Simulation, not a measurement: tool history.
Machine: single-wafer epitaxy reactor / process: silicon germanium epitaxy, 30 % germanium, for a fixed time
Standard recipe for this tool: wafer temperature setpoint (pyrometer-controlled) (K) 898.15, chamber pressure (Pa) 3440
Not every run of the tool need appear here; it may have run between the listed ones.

run	hour	wafer temperature setpoint (pyrometer-controlled) (K)	chamber pressure (Pa)	wafers since the last listed run	hours since the last pyrometer calibration	hours since the last manometer calibration	hours since the showerhead was replaced	hours since the gauge calibration	read-back reference wafer on the same gauge, thickness_nm	mean film thickness on the monitor wafer (angstrom)
1	0	898.15	3440	0	630.7	584.1	5540.7	882.7	93.969	1070.64
2	59.4	898.15	3440	689	690.1	643.5	5600.1	942.1	93.989	1074.43
3	117.9	898.15	3440	679	748.6	702	5658.6	1000.6	94.013	1069.47
4	202.7	898.15	2840	985	833.4	786.8	5743.4	1085.4	93.957	1004.32
5	256.4	898.15	2840	623	887.1	840.5	5797.1	1139.1	93.98	1005.86
6	326	890.15	2920	808	956.7	910.1	5866.7	1208.7	94.004	866.33
7	407.1	898.15	3440	942	1037.8	991.2	5947.8	1289.8	94.016	1072.34
8	464.7	898.15	3440	669	1095.4	1048.8	6005.4	1347.4	93.951	1069.6
9	522.2	898.15	3440	667	1152.9	1106.3	6062.9	1404.9	93.993	1075.59
# hour 547.3: gauge calibrated
# hour 600: showerhead replaced, of another model than before
10	615	898.15	3440	985	1245.7	1199.1	15	67.7	93.977	1075.41
11	702.9	885.15	2800	1021	1333.6	1287	102.9	155.6	94.053	759.69
12	802.8	898.15	3440	1160	1433.5	1386.9	202.8	255.5	93.988	1077.83
# hour 846.2: capacitance manometer re-zeroed and calibrated
13	877.5	907.15	2973	774	1508.2	31.3	277.5	330.2	93.962	1198.48
# hour 938.9: pyrometer calibrated
14	966	903.15	2653	935	27.1	119.8	366	418.7	93.991	1043.04
15	1048.5	894.15	3746	958	109.6	202.3	448.5	501.2	93.973	1018.44
16	1135.3	898.15	4146	1008	196.4	289.1	535.3	588	93.975	1154.73
17	1240.1	898.15	3440	1217	301.2	393.9	640.1	692.8	94.011	1070
18	1321.4	904.15	3173	944	382.5	475.2	721.4	774.1	93.996	1160.16
19	1414.5	885.15	4266	1081	475.6	568.3	814.5	867.2	94.008	908.24
20	1509.3	911.15	3706	1101	570.4	663.1	909.3	962	94.011	1416.12
21	1569.1	898.15	3440	694	630.2	722.9	969.1	1021.8	94.01	1066.86

What if the next run were any one of these 3? Each begins from the tool's condition after run 21:
A	1569.5	906.15	3440	4	630.6	723.3	969.5	1022.2	?	?
B	1569.5	892.15	3933	4	630.6	723.3	969.5	1022.2	?	?
C	1569.5	886.15	4253	4	630.6	723.3	969.5	1022.2	?	?

run	read-back reference wafer on the same gauge, thickness_nm	mean film thickness on the monitor wafer (angstrom)
A	94.01	1246.13
B	94.01	1004.11
C	94.01	920.62
What these runs would have given with no unlogged condition in the tool:
run	mean film thickness on the monitor wafer (angstrom)
A	1236.02
B	995.67
C	912.76
